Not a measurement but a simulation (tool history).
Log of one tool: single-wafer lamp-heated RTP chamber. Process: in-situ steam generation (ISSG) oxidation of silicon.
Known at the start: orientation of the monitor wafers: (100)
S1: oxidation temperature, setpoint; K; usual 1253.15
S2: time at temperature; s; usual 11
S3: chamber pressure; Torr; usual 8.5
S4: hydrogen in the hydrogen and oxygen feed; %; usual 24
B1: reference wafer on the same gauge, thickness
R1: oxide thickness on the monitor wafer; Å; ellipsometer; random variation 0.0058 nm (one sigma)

Run 1, hour 0.0: usual settings; B1 3.679. Result: R1 38.57 Å.
Run 2, hour 86.7: usual settings; B1 3.680. Result: R1 38.52 Å.
Run 3, hour 120.8: usual settings but S2 9 s; B1 3.679. Result: R1 35.69 Å.
Run 4, hour 147.7: usual settings but S2 9 s; B1 3.680. Result: R1 35.58 Å.
Run 5, hour 163.9: usual settings; B1 3.680. Result: R1 38.59 Å.
Run 6, hour 176.0: usual settings but S4 19 %; B1 3.681. Result: R1 36.48 Å.
At hour 196.6: hydrogen flow controller replaced.
At hour 197.7: pyrometer window cleaned and pyrometer calibrated.
Run 7, hour 206.1: usual settings but S4 19 %; B1 3.680. Result: R1 36.27 Å.
Run 8, hour 226.8: usual settings but S4 19 %; B1 3.679. Result: R1 36.22 Å.
Run 9, hour 252.1: usual settings; B1 3.681. Result: R1 38.43 Å.
Run 10, hour 264.9: usual settings; B1 3.680. Result: R1 38.38 Å.
Run 11, hour 296.8: usual settings; B1 3.680. Result: R1 38.45 Å.
At hour 304.9: gauge calibrated.
Run 12, hour 319.7: usual settings but S1 1239.15 K, S4 22 %; B1 3.681. Result: R1 36.18 Å.
Run 13, hour 354.9: usual settings but S2 13 s; B1 3.680. Result: R1 41.06 Å.
Run 14, hour 373.0: usual settings but S1 1262.15 K, S3 7.1 Torr, S4 16 %; B1 3.680. Result: R1 35.62 Å.
Run 15, hour 392.0: usual settings; B1 3.680. Result: R1 38.47 Å.
Run 16, hour 404.3: usual settings but S4 28 %; B1 3.679. Result: R1 40.14 Å.
Run 17, hour 423.7: usual settings but S1 1238.15 K, S4 29 %; B1 3.680. Result: R1 38.80 Å.
Run 18, hour 442.6: usual settings but S1 1247.15 K, S2 9 s; B1 3.681. Result: R1 35.09 Å.
At hour 462.5: pressure gauge zeroed.
Run 19, hour 473.0: usual settings but S1 1237.15 K, S2 13 s, S3 7.1 Torr, S4 14 %; B1 3.679. Result: R1 34.39 Å.
Run 20, hour 507.1: usual settings but S3 9.5 Torr; B1 3.679. Result: R1 38.10 Å.
Run 21, hour 525.9: usual settings but S1 1244.15 K, S2 8 s, S3 7.7 Torr, S4 29 %; B1 3.681. Result: R1 35.43 Å.
Run 22, hour 558.5: usual settings but S2 14 s, S3 9.4 Torr, S4 19 %; B1 3.680. Result: R1 39.91 Å.
At hour 598.2: pyrometer window cleaned and pyrometer calibrated.
Run 23, hour 598.7: usual settings but S3 7.9 Torr, S4 16 %; B1 3.680. Result: R1 34.69 Å.
Run 24, hour 610.7: usual settings but S4 28 %; B1 3.680. Result: R1 39.95 Å.

The tool's hidden state at each run:
true pressure minus gauge reading, Torr: 0 in every run
deviation of the hydrogen flow from its setpoint, %: 0 in every run
gauge reads high (%): 0 in every run
H1: true wafer temperature minus pyrometer reading, K
run      H1
  1    1.64
  2    2.15
  3    2.35
  4    2.51
  5    2.61
  6    2.68
  7   0.181
  8   0.304
  9   0.454
 10    0.53
 11   0.719
 12   0.855
 13    1.06
 14    1.17
 15    1.28
 16    1.36
 17    1.47
 18    1.58
 19    1.76
 20    1.97
 21    2.08
 22    2.27
 23  0.0547
 24   0.126
